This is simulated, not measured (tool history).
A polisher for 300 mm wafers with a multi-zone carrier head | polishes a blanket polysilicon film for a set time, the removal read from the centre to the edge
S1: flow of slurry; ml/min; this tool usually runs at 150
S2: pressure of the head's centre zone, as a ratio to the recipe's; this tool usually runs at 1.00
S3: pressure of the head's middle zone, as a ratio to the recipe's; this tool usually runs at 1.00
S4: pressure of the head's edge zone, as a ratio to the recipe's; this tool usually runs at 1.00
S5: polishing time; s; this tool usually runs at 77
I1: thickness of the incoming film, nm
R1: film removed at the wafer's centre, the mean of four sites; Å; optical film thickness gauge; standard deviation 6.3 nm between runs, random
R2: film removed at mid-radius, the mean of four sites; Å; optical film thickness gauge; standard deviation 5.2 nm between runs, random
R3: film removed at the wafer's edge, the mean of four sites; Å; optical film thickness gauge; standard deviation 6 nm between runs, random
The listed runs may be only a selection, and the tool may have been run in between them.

run,hour,S1,S2,S3,S4,S5,I1,R1,R2,R3
1,0.0,150,1.00,1.00,1.00,77,2223.6,4113,4268,4419
2,6.2,150,1.00,1.00,1.00,77,2230.3,4184,4218,4476
3,24.1,150,1.00,1.00,1.00,77,2239.1,4173,4104,4339
4,38.8,150,1.00,1.00,1.00,77,2226.1,4021,4024,4319
5,53.9,150,1.00,1.00,1.00,77,2222.0,3939,3984,4264
6,66.1,150,1.00,1.00,1.00,77,2206.0,3902,4030,4320
# hour 72.4: carrier head's membrane replaced by a new one
7,74.6,150,1.00,1.00,1.00,77,2253.6,3811,4003,4302
8,88.0,150,1.00,1.00,1.07,77,2257.2,3795,3865,4364
# hour 96.5: centre zone pressure recalibrated
9,98.7,150,1.00,1.00,0.95,77,2250.2,3824,3848,4184
10,111.6,150,1.00,1.00,1.00,64,2234.6,3015,3161,3435
11,127.2,150,1.00,1.10,1.00,77,2270.8,3512,4051,4067
# hour 133.1: slurry nozzle cleaned
12,134.4,150,1.00,1.00,1.00,77,2272.6,4509,4473,4693
13,140.5,180,1.00,1.08,1.00,77,2214.9,4683,5027,4733
# hour 144.1: edge zone pressure recalibrated
# hour 149.2: worn pad replaced by a new one
14,154.7,200,0.94,1.00,1.00,77,2264.6,4442,4750,4936
15,171.5,130,1.00,1.00,1.00,87,2250.1,4935,4971,5230
16,182.0,175,1.00,1.00,0.88,66,2271.5,3934,4023,3904
17,195.3,150,1.00,1.00,1.00,77,2254.1,4493,4487,4764

Some steps in R1, run to run, broken into two amounts with sign: the step expected even without the hidden condition (settings, incoming material, random variation), and the rest, left for the hidden condition together with whatever gauge scatter is not in both the measured and the hidden-condition-free result:
Hidden state present: removal rate lost through wear of the pad, %; slurry flow missing at the pad, %; deviation of the centre zone's pressure from its setpoint, %; deviation of the edge zone's pressure from its setpoint, %.
Run 11 -> 12: S3 1.10 -> 1.00, slurry nozzle cleaned. R1 +997 Å: hidden state +946, all else +51.
Run 15 -> 16: S1 130 -> 175, S4 1.00 -> 0.88, S5 87 -> 66. R1 -1001 Å: hidden state +9, all else -1010.

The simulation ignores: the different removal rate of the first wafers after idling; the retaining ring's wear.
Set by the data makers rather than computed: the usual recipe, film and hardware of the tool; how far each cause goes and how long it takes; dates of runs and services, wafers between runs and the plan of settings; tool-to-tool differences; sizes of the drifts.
